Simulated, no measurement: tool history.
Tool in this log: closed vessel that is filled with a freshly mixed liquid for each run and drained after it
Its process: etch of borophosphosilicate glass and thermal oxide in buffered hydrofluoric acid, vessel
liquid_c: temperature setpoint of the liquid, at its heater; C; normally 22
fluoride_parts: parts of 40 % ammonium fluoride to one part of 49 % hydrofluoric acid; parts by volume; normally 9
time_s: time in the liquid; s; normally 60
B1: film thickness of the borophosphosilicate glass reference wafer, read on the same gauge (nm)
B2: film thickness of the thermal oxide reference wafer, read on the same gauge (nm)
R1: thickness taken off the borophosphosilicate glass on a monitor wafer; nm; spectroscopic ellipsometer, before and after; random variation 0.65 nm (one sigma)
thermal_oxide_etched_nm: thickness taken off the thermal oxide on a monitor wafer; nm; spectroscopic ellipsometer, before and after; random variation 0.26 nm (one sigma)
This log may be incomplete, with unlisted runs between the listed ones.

{"run": 1, "hour": 0.0, "liquid_c": 22, "fluoride_parts": 9, "time_s": 60, "B1": 109.98, "B2": 70.01, "R1": 146.02, "thermal_oxide_etched_nm": 67.65}
{"run": 2, "hour": 34.0, "liquid_c": 22, "fluoride_parts": 9, "time_s": 60, "B1": 109.98, "B2": 70.03, "R1": 146.16, "thermal_oxide_etched_nm": 68.07}
{"run": 3, "hour": 69.0, "liquid_c": 22, "fluoride_parts": 9, "time_s": 60, "B1": 110.01, "B2": 69.98, "R1": 146.97, "thermal_oxide_etched_nm": 68.16}
{"run": 4, "hour": 86.6, "liquid_c": 25, "fluoride_parts": 9, "time_s": 60, "B1": 109.96, "B2": 69.98, "R1": 171.77, "thermal_oxide_etched_nm": 80.51}
{"run": 5, "hour": 100.8, "liquid_c": 25, "fluoride_parts": 9, "time_s": 60, "B1": 110.02, "B2": 70, "R1": 171.36, "thermal_oxide_etched_nm": 80.64}
{"run": 6, "hour": 129.2, "liquid_c": 22, "fluoride_parts": 8, "time_s": 60, "B1": 109.97, "B2": 69.99, "R1": 166.15, "thermal_oxide_etched_nm": 78.01}
{"run": 7, "hour": 152.1, "liquid_c": 22, "fluoride_parts": 8, "time_s": 60, "B1": 110.06, "B2": 70, "R1": 166.95, "thermal_oxide_etched_nm": 77.6}
{"hour": 166.2, "done": "gauge calibrated"}
{"run": 8, "hour": 187.0, "liquid_c": 22, "fluoride_parts": 9, "time_s": 60, "B1": 109.94, "B2": 69.98, "R1": 146.85, "thermal_oxide_etched_nm": 68.45}
{"run": 9, "hour": 217.9, "liquid_c": 22, "fluoride_parts": 9, "time_s": 35, "B1": 109.98, "B2": 69.97, "R1": 85.76, "thermal_oxide_etched_nm": 39.92}
{"hour": 228.8, "done": "thermometer replaced"}
{"run": 10, "hour": 241.9, "liquid_c": 22, "fluoride_parts": 9, "time_s": 35, "B1": 109.98, "B2": 69.95, "R1": 86.46, "thermal_oxide_etched_nm": 40.22}
{"run": 11, "hour": 257.7, "liquid_c": 22, "fluoride_parts": 9, "time_s": 35, "B1": 109.99, "B2": 70.03, "R1": 86.1, "thermal_oxide_etched_nm": 40.24}
{"run": 12, "hour": 289.7, "liquid_c": 22, "fluoride_parts": 9, "time_s": 90, "B1": 109.99, "B2": 70, "R1": 220.05, "thermal_oxide_etched_nm": 103.55}
{"run": 13, "hour": 312.5, "liquid_c": 20, "fluoride_parts": 9, "time_s": 75, "B1": 110.04, "B2": 70, "R1": 165.85, "thermal_oxide_etched_nm": 77.08}
{"run": 14, "hour": 325.5, "liquid_c": 22, "fluoride_parts": 9, "time_s": 60, "B1": 110.01, "B2": 70.02, "R1": 148.98, "thermal_oxide_etched_nm": 69.1}
{"run": 15, "hour": 343.2, "liquid_c": 22, "fluoride_parts": 9, "time_s": 60, "B1": 110.02, "B2": 70.02, "R1": 147.43, "thermal_oxide_etched_nm": 68.84}
{"hour": 365.6, "done": "hydrofluoric acid flow meter replaced"}
{"run": 16, "hour": 366.0, "liquid_c": 24.5, "fluoride_parts": 7.5, "time_s": 40, "B1": 109.99, "B2": 70.02, "R1": 133.17, "thermal_oxide_etched_nm": 62.37}
{"run": 17, "hour": 394.8, "liquid_c": 22, "fluoride_parts": 7, "time_s": 60, "B1": 110.01, "B2": 69.97, "R1": 189.4, "thermal_oxide_etched_nm": 86.49}
{"run": 18, "hour": 419.2, "liquid_c": 22, "fluoride_parts": 6.5, "time_s": 60, "B1": 109.96, "B2": 70.01, "R1": 202.69, "thermal_oxide_etched_nm": 93.17}
{"run": 19, "hour": 440.6, "liquid_c": 24.5, "fluoride_parts": 8, "time_s": 95, "B1": 109.99, "B2": 70.01, "R1": 296.34, "thermal_oxide_etched_nm": 138.21}
{"run": 20, "hour": 455.9, "liquid_c": 22, "fluoride_parts": 9, "time_s": 60, "B1": 109.96, "B2": 70, "R1": 144, "thermal_oxide_etched_nm": 66.5}
{"run": 21, "hour": 490.7, "liquid_c": 22, "fluoride_parts": 9, "time_s": 60, "B1": 109.97, "B2": 69.97, "R1": 144.14, "thermal_oxide_etched_nm": 66.79}
{"run": 22, "hour": 514.4, "liquid_c": 22, "fluoride_parts": 6.5, "time_s": 35, "B1": 110.01, "B2": 70.01, "R1": 117.01, "thermal_oxide_etched_nm": 54.73}
{"run": 23, "hour": 532.8, "liquid_c": 22, "fluoride_parts": 11.5, "time_s": 60, "B1": 110.03, "B2": 70, "R1": 116.69, "thermal_oxide_etched_nm": 54.54}

Predict each of these 5 candidate next runs independently; none follows another, all start after run 23:
{"run": "A", "hour": 533.5, "liquid_c": 22, "fluoride_parts": 9, "time_s": 45, "B1": "?", "B2": "?", "R1": "?", "thermal_oxide_etched_nm": "?"}
{"run": "B", "hour": 533.5, "liquid_c": 20.5, "fluoride_parts": 6, "time_s": 40, "B1": "?", "B2": "?", "R1": "?", "thermal_oxide_etched_nm": "?"}
{"run": "C", "hour": 533.5, "liquid_c": 22, "fluoride_parts": 6.5, "time_s": 90, "B1": "?", "B2": "?", "R1": "?", "thermal_oxide_etched_nm": "?"}
{"run": "D", "hour": 533.5, "liquid_c": 20, "fluoride_parts": 11, "time_s": 85, "B1": "?", "B2": "?", "R1": "?", "thermal_oxide_etched_nm": "?"}
{"run": "E", "hour": 533.5, "liquid_c": 20.5, "fluoride_parts": 6.5, "time_s": 75, "B1": "?", "B2": "?", "R1": "?", "thermal_oxide_etched_nm": "?"}

run=A B1=110 B2=69.99 R1=107.57 thermal_oxide_etched_nm=49.99
run=B B1=110 B2=69.99 R1=132.82 thermal_oxide_etched_nm=61.25
run=C B1=110 B2=69.99 R1=302.12 thermal_oxide_etched_nm=139.74
run=D B1=110 B2=69.99 R1=154.87 thermal_oxide_etched_nm=71.99
run=E B1=110 B2=69.99 R1=231.97 thermal_oxide_etched_nm=107.16
Stripped of hidden state, with their random variation kept, the same runs would have yielded:
run=A R1=106.77 thermal_oxide_etched_nm=49.62
run=B R1=132.03 thermal_oxide_etched_nm=60.9
run=C R1=300.31 thermal_oxide_etched_nm=138.92
run=D R1=153.84 thermal_oxide_etched_nm=71.52
run=E R1=230.58 thermal_oxide_etched_nm=106.53

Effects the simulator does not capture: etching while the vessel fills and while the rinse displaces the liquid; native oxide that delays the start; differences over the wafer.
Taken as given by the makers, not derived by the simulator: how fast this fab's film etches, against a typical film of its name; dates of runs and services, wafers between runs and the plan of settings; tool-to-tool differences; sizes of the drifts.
